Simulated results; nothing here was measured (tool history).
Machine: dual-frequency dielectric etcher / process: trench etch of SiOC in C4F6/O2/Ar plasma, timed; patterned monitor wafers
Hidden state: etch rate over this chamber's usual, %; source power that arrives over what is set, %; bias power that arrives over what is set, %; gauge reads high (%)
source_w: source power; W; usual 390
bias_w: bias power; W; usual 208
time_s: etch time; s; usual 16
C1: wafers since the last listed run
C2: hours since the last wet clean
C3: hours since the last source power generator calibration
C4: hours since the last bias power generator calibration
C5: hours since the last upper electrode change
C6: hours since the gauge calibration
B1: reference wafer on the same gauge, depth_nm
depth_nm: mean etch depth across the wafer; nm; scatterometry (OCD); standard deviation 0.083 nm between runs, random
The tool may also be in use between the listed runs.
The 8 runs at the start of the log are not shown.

{"run": 9, "hour": 213.1, "source_w": 340, "bias_w": 172, "time_s": 18.5, "C1": 355, "C2": 311.2, "C3": 43.2, "C4": 2900.3, "C5": 3322.1, "C6": 1255.8, "B1": 36.09, "depth_nm": 30.18}
{"run": 10, "hour": 237.4, "source_w": 390, "bias_w": 208, "time_s": 16, "C1": 293, "C2": 335.5, "C3": 67.5, "C4": 2924.6, "C5": 3346.4, "C6": 1280.1, "B1": 36.11, "depth_nm": 30.17}
{"hour": 245.7, "done": "gauge calibrated"}
{"run": 11, "hour": 270.8, "source_w": 390, "bias_w": 163, "time_s": 16, "C1": 402, "C2": 368.9, "C3": 100.9, "C4": 2958, "C5": 3379.8, "C6": 25.1, "B1": 36.1, "depth_nm": 27.68}
{"hour": 309.0, "done": "wet clean of the chamber"}
{"hour": 331.7, "done": "upper electrode replaced, of another model than before"}
{"run": 12, "hour": 332.2, "source_w": 390, "bias_w": 208, "time_s": 16, "C1": 177, "C2": 23.2, "C3": 162.3, "C4": 3019.4, "C5": 0.5, "C6": 86.5, "B1": 36.1, "depth_nm": 29.9}
{"run": 13, "hour": 332.5, "source_w": 390, "bias_w": 245, "time_s": 16, "C1": 3, "C2": 23.5, "C3": 162.6, "C4": 3019.7, "C5": 0.8, "C6": 86.8, "B1": 36.11, "depth_nm": 31.03}
{"run": 14, "hour": 339.8, "source_w": 390, "bias_w": 208, "time_s": 16, "C1": 88, "C2": 30.8, "C3": 169.9, "C4": 3027, "C5": 8.1, "C6": 94.1, "B1": 36.09, "depth_nm": 30.02}
{"run": 15, "hour": 365.3, "source_w": 390, "bias_w": 208, "time_s": 14, "C1": 307, "C2": 56.3, "C3": 195.4, "C4": 3052.5, "C5": 33.6, "C6": 119.6, "B1": 36.09, "depth_nm": 26.23}
{"run": 16, "hour": 400.0, "source_w": 390, "bias_w": 194, "time_s": 16, "C1": 418, "C2": 91, "C3": 230.1, "C4": 3087.2, "C5": 68.3, "C6": 154.3, "B1": 36.1, "depth_nm": 29.51}
{"run": 17, "hour": 422.6, "source_w": 330, "bias_w": 208, "time_s": 13, "C1": 272, "C2": 113.6, "C3": 252.7, "C4": 3109.8, "C5": 90.9, "C6": 176.9, "B1": 36.12, "depth_nm": 22.71}
{"run": 18, "hour": 435.1, "source_w": 390, "bias_w": 252, "time_s": 20, "C1": 150, "C2": 126.1, "C3": 265.2, "C4": 3122.3, "C5": 103.4, "C6": 189.4, "B1": 36.09, "depth_nm": 39.11}
{"hour": 443.4, "done": "bias power generator calibrated"}
{"run": 19, "hour": 462.5, "source_w": 340, "bias_w": 246, "time_s": 20.5, "C1": 282, "C2": 153.5, "C3": 292.6, "C4": 19.1, "C5": 130.8, "C6": 216.8, "B1": 36.09, "depth_nm": 37.38}
{"run": 20, "hour": 488.8, "source_w": 390, "bias_w": 208, "time_s": 14, "C1": 317, "C2": 179.8, "C3": 318.9, "C4": 45.4, "C5": 157.1, "C6": 243.1, "B1": 36.09, "depth_nm": 26.2}
{"run": 21, "hour": 516.0, "source_w": 350, "bias_w": 245, "time_s": 14, "C1": 328, "C2": 207, "C3": 346.1, "C4": 72.6, "C5": 184.3, "C6": 270.3, "B1": 36.09, "depth_nm": 25.74}
{"run": 22, "hour": 542.6, "source_w": 490, "bias_w": 227, "time_s": 16, "C1": 320, "C2": 233.6, "C3": 372.7, "C4": 99.2, "C5": 210.9, "C6": 296.9, "B1": 36.12, "depth_nm": 33.27}
{"run": 23, "hour": 554.9, "source_w": 390, "bias_w": 208, "time_s": 16, "C1": 148, "C2": 245.9, "C3": 385, "C4": 111.5, "C5": 223.2, "C6": 309.2, "B1": 36.09, "depth_nm": 29.82}
{"run": 24, "hour": 569.2, "source_w": 460, "bias_w": 208, "time_s": 19.5, "C1": 172, "C2": 260.2, "C3": 399.3, "C4": 125.8, "C5": 237.5, "C6": 323.5, "B1": 36.1, "depth_nm": 38.98}
{"run": 25, "hour": 586.6, "source_w": 460, "bias_w": 208, "time_s": 16, "C1": 209, "C2": 277.6, "C3": 416.7, "C4": 143.2, "C5": 254.9, "C6": 340.9, "B1": 36.11, "depth_nm": 32.12}
{"run": 26, "hour": 598.9, "source_w": 460, "bias_w": 191, "time_s": 16, "C1": 148, "C2": 289.9, "C3": 429, "C4": 155.5, "C5": 267.2, "C6": 353.2, "B1": 36.08, "depth_nm": 31.53}
{"run": 27, "hour": 620.5, "source_w": 390, "bias_w": 208, "time_s": 16, "C1": 260, "C2": 311.5, "C3": 450.6, "C4": 177.1, "C5": 288.8, "C6": 374.8, "B1": 36.1, "depth_nm": 29.78}
{"run": 28, "hour": 648.6, "source_w": 460, "bias_w": 251, "time_s": 16, "C1": 339, "C2": 339.6, "C3": 478.7, "C4": 205.2, "C5": 316.9, "C6": 402.9, "B1": 36.09, "depth_nm": 33.06}
{"hour": 685.3, "done": "wet clean of the chamber"}
{"run": 29, "hour": 685.8, "source_w": 390, "bias_w": 208, "time_s": 16, "C1": 159, "C2": 0.5, "C3": 515.9, "C4": 242.4, "C5": 354.1, "C6": 440.1, "B1": 36.11, "depth_nm": 29.95}
{"run": 30, "hour": 710.7, "source_w": 300, "bias_w": 257, "time_s": 12.5, "C1": 300, "C2": 25.4, "C3": 540.8, "C4": 267.3, "C5": 379, "C6": 465, "B1": 36.07, "depth_nm": 21.73}

Below are 4 alternative next runs, each starting from the tool's condition after run 30. Predict each:
{"run": "A", "hour": 711.1, "source_w": 450, "bias_w": 208, "time_s": 16, "C1": 4, "C2": 25.8, "C3": 541.2, "C4": 267.7, "C5": 379.4, "C6": 465.4, "B1": "?", "depth_nm": "?"}
{"run": "B", "hour": 711.1, "source_w": 420, "bias_w": 208, "time_s": 16, "C1": 4, "C2": 25.8, "C3": 541.2, "C4": 267.7, "C5": 379.4, "C6": 465.4, "B1": "?", "depth_nm": "?"}
{"run": "C", "hour": 711.1, "source_w": 390, "bias_w": 165, "time_s": 14.5, "C1": 4, "C2": 25.8, "C3": 541.2, "C4": 267.7, "C5": 379.4, "C6": 465.4, "B1": "?", "depth_nm": "?"}
{"run": "D", "hour": 711.1, "source_w": 300, "bias_w": 194, "time_s": 11.5, "C1": 4, "C2": 25.8, "C3": 541.2, "C4": 267.7, "C5": 379.4, "C6": 465.4, "B1": "?", "depth_nm": "?"}

run=A B1=36.09 depth_nm=31.8
run=B B1=36.09 depth_nm=30.89
run=C B1=36.09 depth_nm=26.05
run=D B1=36.09 depth_nm=18.96
The same runs, with their run-to-run variation unchanged, on a tool lacking any hidden condition would have given:
run=A depth_nm=32.15
run=B depth_nm=31.22
run=C depth_nm=26.34
run=D depth_nm=19.17
